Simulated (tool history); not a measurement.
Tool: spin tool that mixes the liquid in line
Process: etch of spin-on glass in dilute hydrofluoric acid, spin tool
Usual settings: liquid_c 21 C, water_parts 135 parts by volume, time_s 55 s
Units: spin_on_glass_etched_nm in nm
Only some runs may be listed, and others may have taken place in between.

run     day  liquid_c  water_parts  time_s  read-back film thickness of the spin-on glass reference wafer, read on the same gauge (nm)  spin_on_glass_etched_nm
  1   0.000        21          135      55                                                                                       79.98                    14.07
  2   2.638        21          135      55                                                                                       79.98                    14.23
  3   5.038        21          135      55                                                                                       79.99                    14.17
  4   9.121        21          110      75                                                                                       80.00                    24.94
  5  13.333        21          135      75                                                                                       79.98                    19.38
  6  15.608        21          135      75                                                                                       79.99                    19.41
  7  19.067        21          135      75                                                                                       79.97                    19.70
  8  23.283        21          135      55                                                                                       80.00                    14.31
  9  25.962        21          135      55                                                                                       79.95                    14.53
 10  28.050        17          135      90                                                                                       80.06                    20.22
 11  30.262        21          170      85                                                                                       79.93                    17.08
 12  33.425        24           85      70                                                                                       80.06                    31.22
 13  36.000        21          135      55                                                                                       79.97                    12.80
 14  38.038        21          105      20                                                                                       79.98                     6.27
 15  42.221        19          135      40                                                                                       80.03                     8.79
 16  44.725        21          135      75                                                                                       79.97                    17.86
 17  48.462        21          135      55                                                                                       80.00                    12.97
 18  51.521        17          200      80                                                                                       80.02                    10.25
 19  55.342        21          170      55                                                                                       79.96                    10.10

Not shown here: 5 entries made in the log between runs. Locate each between two listed runs and compare the hidden state at the listed run before it with the hidden state at the listed run after it:
Between runs 5 and 6: hydrofluoric acid flow meter replaced (day 14.821)
  liquid hotter than its thermometer reads (K): 2.88 -> 2.93
  measured value less the no-hidden-state value, spin_on_glass_etched_nm: +2.07 -> +2.11 nm
Between runs 10 and 11: gauge calibrated (day 29.692)
  liquid hotter than its thermometer reads (K): 3.2 -> 3.25
  measured value less the no-hidden-state value, spin_on_glass_etched_nm: +2.47 -> +2.00 nm
Between runs 11 and 12: thermometer replaced (day 31.825)
  liquid hotter than its thermometer reads (K): 3.25 -> 0.168
  measured value less the no-hidden-state value, spin_on_glass_etched_nm: +2.00 -> +0.22 nm
Between runs 12 and 13: hydrofluoric acid flow meter replaced (day 33.738)
  liquid hotter than its thermometer reads (K): 0.168 -> 0.224
  measured value less the no-hidden-state value, spin_on_glass_etched_nm: +0.22 -> +0.12 nm
Between runs 17 and 18: hydrofluoric acid flow meter replaced (day 50.488)
  liquid hotter than its thermometer reads (K): 0.496 -> 0.563
  measured value less the no-hidden-state value, spin_on_glass_etched_nm: +0.26 -> +0.22 nm

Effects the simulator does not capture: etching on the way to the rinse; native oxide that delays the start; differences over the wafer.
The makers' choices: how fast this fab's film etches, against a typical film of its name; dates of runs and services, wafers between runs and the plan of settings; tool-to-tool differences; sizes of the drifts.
